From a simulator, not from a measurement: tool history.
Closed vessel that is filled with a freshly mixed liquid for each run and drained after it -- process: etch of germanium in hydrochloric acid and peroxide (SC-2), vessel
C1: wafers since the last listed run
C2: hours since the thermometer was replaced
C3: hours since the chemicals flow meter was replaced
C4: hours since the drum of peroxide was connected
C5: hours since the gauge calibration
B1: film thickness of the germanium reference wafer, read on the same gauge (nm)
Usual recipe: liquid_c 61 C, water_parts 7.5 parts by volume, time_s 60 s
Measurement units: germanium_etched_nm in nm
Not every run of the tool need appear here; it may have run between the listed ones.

Run 1, hour 0: usual settings but liquid_c 57 C; C1 0; C2 1765.4; C3 107.1; C4 677.2; C5 895.4; B1 134.49. Result: germanium_etched_nm 123.89 nm.
Run 2, hour 79.4: usual settings; C1 6756; C2 1844.8; C3 186.5; C4 756.6; C5 974.8; B1 134.63. Result: germanium_etched_nm 141.87 nm.
At hour 183.2: new drum of peroxide connected.
Run 3, hour 312.4: usual settings but time_s 80 s; C1 19742; C2 2077.8; C3 419.5; C4 129.2; C5 1207.8; B1 135.03. Result: germanium_etched_nm 188.23 nm.
Run 4, hour 385.5: usual settings but time_s 80 s; C1 6220; C2 2150.9; C3 492.6; C4 202.3; C5 1280.9; B1 135.13. Result: germanium_etched_nm 188.23 nm.
At hour 454.2: thermometer replaced.
Run 5, hour 489.9: usual settings but time_s 80 s; C1 8798; C2 35.7; C3 597; C4 306.7; C5 1385.3; B1 135.27. Result: germanium_etched_nm 191.32 nm.
At hour 545.9: chemicals flow meter replaced.
Run 6, hour 557.9: usual settings; C1 5701; C2 103.7; C3 12; C4 374.7; C5 1453.3; B1 135.32. Result: germanium_etched_nm 140.3 nm.
Run 7, hour 596.6: usual settings; C1 3293; C2 142.4; C3 50.7; C4 413.4; C5 1492; B1 135.37. Result: germanium_etched_nm 140.84 nm.
Run 8, hour 811.5: usual settings; C1 18287; C2 357.3; C3 265.6; C4 628.3; C5 1706.9; B1 135.51. Result: germanium_etched_nm 141.54 nm.
At hour 868.3: new drum of peroxide connected.
Run 9, hour 896.2: usual settings; C1 7122; C2 442; C3 350.3; C4 27.9; C5 1791.6; B1 135.59. Result: germanium_etched_nm 140.08 nm.
At hour 952.3: gauge calibrated.
Run 10, hour 956.9: usual settings but liquid_c 53.5 C; C1 5165; C2 502.7; C3 411; C4 88.6; C5 4.6; B1 129.88. Result: germanium_etched_nm 109.91 nm.
Run 11, hour 1016.6: usual settings; C1 5080; C2 562.4; C3 470.7; C4 148.3; C5 64.3; B1 130.49. Result: germanium_etched_nm 136.93 nm.
Run 12, hour 1083.1: usual settings but liquid_c 70.5 C, water_parts 4 parts by volume, time_s 80 s; C1 5658; C2 628.9; C3 537.2; C4 214.8; C5 130.8; B1 131.1. Result: germanium_etched_nm 243.23 nm.
At hour 1133.5: chemicals flow meter replaced.
Run 13, hour 1170.2: usual settings but water_parts 11 parts by volume, time_s 90 s; C1 7326; C2 716; C3 36.7; C4 301.9; C5 217.9; B1 131.86. Result: germanium_etched_nm 198.45 nm.
Run 14, hour 1232.5: usual settings but liquid_c 69.5 C, time_s 70 s; C1 5301; C2 778.3; C3 99; C4 364.2; C5 280.2; B1 132.28. Result: germanium_etched_nm 203.48 nm.
Run 15, hour 1327.5: usual settings but liquid_c 56.5 C; C1 8084; C2 873.3; C3 194; C4 459.2; C5 375.2; B1 132.91. Result: germanium_etched_nm 121.2 nm.
Run 16, hour 1420.2: usual settings but liquid_c 54 C, water_parts 5 parts by volume, time_s 40 s; C1 7888; C2 966; C3 286.7; C4 551.9; C5 467.9; B1 133.42. Result: germanium_etched_nm 74.89 nm.
Run 17, hour 1511.7: usual settings but liquid_c 67.5 C, water_parts 9.5 parts by volume, time_s 30 s; C1 7786; C2 1057.5; C3 378.2; C4 643.4; C5 559.4; B1 133.8. Result: germanium_etched_nm 81.95 nm.

Here are 4 independent what-if runs from the current tool condition. What would each one return?
Run A, hour 1512.4: usual settings but water_parts 11.5 parts by volume; C1 59; C2 1058.2; C3 378.9; C4 644.1; C5 560.1; B1 ?. Result: germanium_etched_nm ?.
Run B, hour 1512.4: usual settings but liquid_c 69 C, water_parts 6 parts by volume, time_s 70 s; C1 59; C2 1058.2; C3 378.9; C4 644.1; C5 560.1; B1 ?. Result: germanium_etched_nm ?.
Run C, hour 1512.4: usual settings but liquid_c 53 C, water_parts 5 parts by volume, time_s 85 s; C1 59; C2 1058.2; C3 378.9; C4 644.1; C5 560.1; B1 ?. Result: germanium_etched_nm ?.
Run D, hour 1512.4: usual settings but time_s 70 s; C1 59; C2 1058.2; C3 378.9; C4 644.1; C5 560.1; B1 ?. Result: germanium_etched_nm ?.

run      B1  germanium_etched_nm
  A  133.78                133.5
  B  133.78               207.95
  C  133.78               157.68
  D  133.78               162.59
With the hidden condition removed and each run's random variation left untouched, the same runs would have given:
run  germanium_etched_nm
  A                129.7
  B               202.03
  C                153.2
  D               157.97

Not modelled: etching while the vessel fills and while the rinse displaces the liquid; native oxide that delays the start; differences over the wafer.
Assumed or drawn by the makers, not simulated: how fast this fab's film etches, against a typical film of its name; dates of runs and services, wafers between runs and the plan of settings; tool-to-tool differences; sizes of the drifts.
